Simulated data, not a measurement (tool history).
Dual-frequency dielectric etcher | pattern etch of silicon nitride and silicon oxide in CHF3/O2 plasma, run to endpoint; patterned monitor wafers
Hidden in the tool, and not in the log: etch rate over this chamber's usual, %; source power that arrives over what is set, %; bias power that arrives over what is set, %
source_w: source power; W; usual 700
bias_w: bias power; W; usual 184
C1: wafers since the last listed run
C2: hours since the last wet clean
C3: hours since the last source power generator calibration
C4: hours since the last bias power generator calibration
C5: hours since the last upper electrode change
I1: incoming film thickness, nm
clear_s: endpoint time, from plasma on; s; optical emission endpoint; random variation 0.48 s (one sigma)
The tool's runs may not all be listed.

{"run": 1, "hour": 0.0, "source_w": 700, "bias_w": 184, "C1": 0, "C2": 251.3, "C3": 1764.8, "C4": 1604.2, "C5": 1578.4, "I1": 248, "clear_s": 147}
{"run": 2, "hour": 105.3, "source_w": 700, "bias_w": 184, "C1": 587, "C2": 356.6, "C3": 1870.1, "C4": 1709.5, "C5": 1683.7, "I1": 247.1, "clear_s": 145.5}
{"run": 3, "hour": 274.2, "source_w": 750, "bias_w": 184, "C1": 941, "C2": 525.5, "C3": 2039, "C4": 1878.4, "C5": 1852.6, "I1": 247.3, "clear_s": 141.4}
{"hour": 356.7, "done": "wet clean of the chamber"}
{"run": 4, "hour": 375.5, "source_w": 750, "bias_w": 184, "C1": 431, "C2": 18.8, "C3": 2140.3, "C4": 1979.7, "C5": 1953.9, "I1": 243.2, "clear_s": 141.5}
{"run": 5, "hour": 474.0, "source_w": 750, "bias_w": 184, "C1": 549, "C2": 117.3, "C3": 2238.8, "C4": 2078.2, "C5": 2052.4, "I1": 245.2, "clear_s": 141.2}
{"run": 6, "hour": 532.3, "source_w": 700, "bias_w": 184, "C1": 325, "C2": 175.6, "C3": 2297.1, "C4": 2136.5, "C5": 2110.7, "I1": 246.3, "clear_s": 146}
{"run": 7, "hour": 627.6, "source_w": 700, "bias_w": 151, "C1": 531, "C2": 270.9, "C3": 2392.4, "C4": 2231.8, "C5": 2206, "I1": 249, "clear_s": 161.8}
{"run": 8, "hour": 763.7, "source_w": 700, "bias_w": 184, "C1": 759, "C2": 407, "C3": 2528.5, "C4": 2367.9, "C5": 2342.1, "I1": 244.7, "clear_s": 143.6}
{"run": 9, "hour": 867.8, "source_w": 700, "bias_w": 184, "C1": 580, "C2": 511.1, "C3": 2632.6, "C4": 2472, "C5": 2446.2, "I1": 249.5, "clear_s": 146.2}
{"hour": 878.3, "done": "bias power generator calibrated"}
{"run": 10, "hour": 931.5, "source_w": 700, "bias_w": 184, "C1": 332, "C2": 574.8, "C3": 2696.3, "C4": 53.2, "C5": 2509.9, "I1": 247.7, "clear_s": 147.9}
{"hour": 1006.7, "done": "wet clean of the chamber"}
{"run": 11, "hour": 1007.2, "source_w": 700, "bias_w": 168, "C1": 288, "C2": 0.5, "C3": 2772, "C4": 128.9, "C5": 2585.6, "I1": 247.9, "clear_s": 157.3}
{"run": 12, "hour": 1053.3, "source_w": 700, "bias_w": 168, "C1": 257, "C2": 46.6, "C3": 2818.1, "C4": 175, "C5": 2631.7, "I1": 247, "clear_s": 155.8}
{"run": 13, "hour": 1096.9, "source_w": 700, "bias_w": 184, "C1": 243, "C2": 90.2, "C3": 2861.7, "C4": 218.6, "C5": 2675.3, "I1": 244.4, "clear_s": 147.1}
{"hour": 1113.6, "done": "source power generator calibrated"}
{"run": 14, "hour": 1162.6, "source_w": 700, "bias_w": 184, "C1": 344, "C2": 155.9, "C3": 49, "C4": 284.3, "C5": 2741, "I1": 246.3, "clear_s": 147.6}
{"run": 15, "hour": 1223.6, "source_w": 700, "bias_w": 184, "C1": 340, "C2": 216.9, "C3": 110, "C4": 345.3, "C5": 2802, "I1": 248.4, "clear_s": 148.8}
{"run": 16, "hour": 1329.9, "source_w": 700, "bias_w": 142, "C1": 592, "C2": 323.2, "C3": 216.3, "C4": 451.6, "C5": 2908.3, "I1": 247.8, "clear_s": 168.7}
{"run": 17, "hour": 1417.7, "source_w": 780, "bias_w": 208, "C1": 489, "C2": 411, "C3": 304.1, "C4": 539.4, "C5": 2996.1, "I1": 246.1, "clear_s": 130.6}
{"run": 18, "hour": 1502.6, "source_w": 610, "bias_w": 201, "C1": 473, "C2": 495.9, "C3": 389, "C4": 624.3, "C5": 3081, "I1": 248.7, "clear_s": 148.4}
{"run": 19, "hour": 1560.1, "source_w": 590, "bias_w": 207, "C1": 320, "C2": 553.4, "C3": 446.5, "C4": 681.8, "C5": 3138.5, "I1": 245.3, "clear_s": 146.3}
{"run": 20, "hour": 1620.5, "source_w": 760, "bias_w": 151, "C1": 336, "C2": 613.8, "C3": 506.9, "C4": 742.2, "C5": 3198.9, "I1": 250.1, "clear_s": 156.2}
{"hour": 1663.5, "done": "wet clean of the chamber"}
{"run": 21, "hour": 1721.8, "source_w": 610, "bias_w": 201, "C1": 431, "C2": 58.3, "C3": 608.2, "C4": 843.5, "C5": 3300.2, "I1": 249, "clear_s": 151.1}
{"run": 22, "hour": 1826.1, "source_w": 700, "bias_w": 184, "C1": 581, "C2": 162.6, "C3": 712.5, "C4": 947.8, "C5": 3404.5, "I1": 246, "clear_s": 146.8}
{"run": 23, "hour": 1870.3, "source_w": 700, "bias_w": 198, "C1": 246, "C2": 206.8, "C3": 756.7, "C4": 992, "C5": 3448.7, "I1": 246.7, "clear_s": 142.1}
{"hour": 1952.7, "done": "upper electrode replaced"}
{"run": 24, "hour": 1972.9, "source_w": 810, "bias_w": 228, "C1": 438, "C2": 309.4, "C3": 859.3, "C4": 1094.6, "C5": 20.2, "I1": 247.4, "clear_s": 124.2}
{"run": 25, "hour": 2076.1, "source_w": 520, "bias_w": 150, "C1": 575, "C2": 412.6, "C3": 962.5, "C4": 1197.8, "C5": 123.4, "I1": 245.1, "clear_s": 183.5}
{"run": 26, "hour": 2123.5, "source_w": 700, "bias_w": 184, "C1": 264, "C2": 460, "C3": 1009.9, "C4": 1245.2, "C5": 170.8, "I1": 247.3, "clear_s": 145.1}
{"run": 27, "hour": 2202.7, "source_w": 860, "bias_w": 150, "C1": 441, "C2": 539.2, "C3": 1089.1, "C4": 1324.4, "C5": 250, "I1": 245.7, "clear_s": 146.8}
{"run": 28, "hour": 2278.6, "source_w": 700, "bias_w": 184, "C1": 423, "C2": 615.1, "C3": 1165, "C4": 1400.3, "C5": 325.9, "I1": 245, "clear_s": 143.4}
{"run": 29, "hour": 2369.2, "source_w": 620, "bias_w": 155, "C1": 505, "C2": 705.7, "C3": 1255.6, "C4": 1490.9, "C5": 416.5, "I1": 250.3, "clear_s": 168.4}
{"hour": 2406.9, "done": "wet clean of the chamber"}
{"run": 30, "hour": 2419.8, "source_w": 650, "bias_w": 144, "C1": 148, "C2": 12.9, "C3": 1306.2, "C4": 1541.5, "C5": 467.1, "I1": 248.2, "clear_s": 173.8}
{"run": 31, "hour": 2522.4, "source_w": 700, "bias_w": 184, "C1": 572, "C2": 115.5, "C3": 1408.8, "C4": 1644.1, "C5": 569.7, "I1": 249.2, "clear_s": 147.5}
{"run": 32, "hour": 2596.5, "source_w": 700, "bias_w": 184, "C1": 413, "C2": 189.6, "C3": 1482.9, "C4": 1718.2, "C5": 643.8, "I1": 247.6, "clear_s": 146.4}
{"run": 33, "hour": 2680.4, "source_w": 840, "bias_w": 206, "C1": 467, "C2": 273.5, "C3": 1566.8, "C4": 1802.1, "C5": 727.7, "I1": 247.3, "clear_s": 128.4}

Run 34 comes next. What will it give?
{"run": 34, "hour": 2787.4, "source_w": 610, "bias_w": 201, "C1": 596, "C2": 380.5, "C3": 1673.8, "C4": 1909.1, "C5": 834.7, "I1": 246.3, "clear_s": "?"}

Run 34 gave clear_s 146 s.
Without the tool's hidden state the same run would have given clear_s 150.8 s.
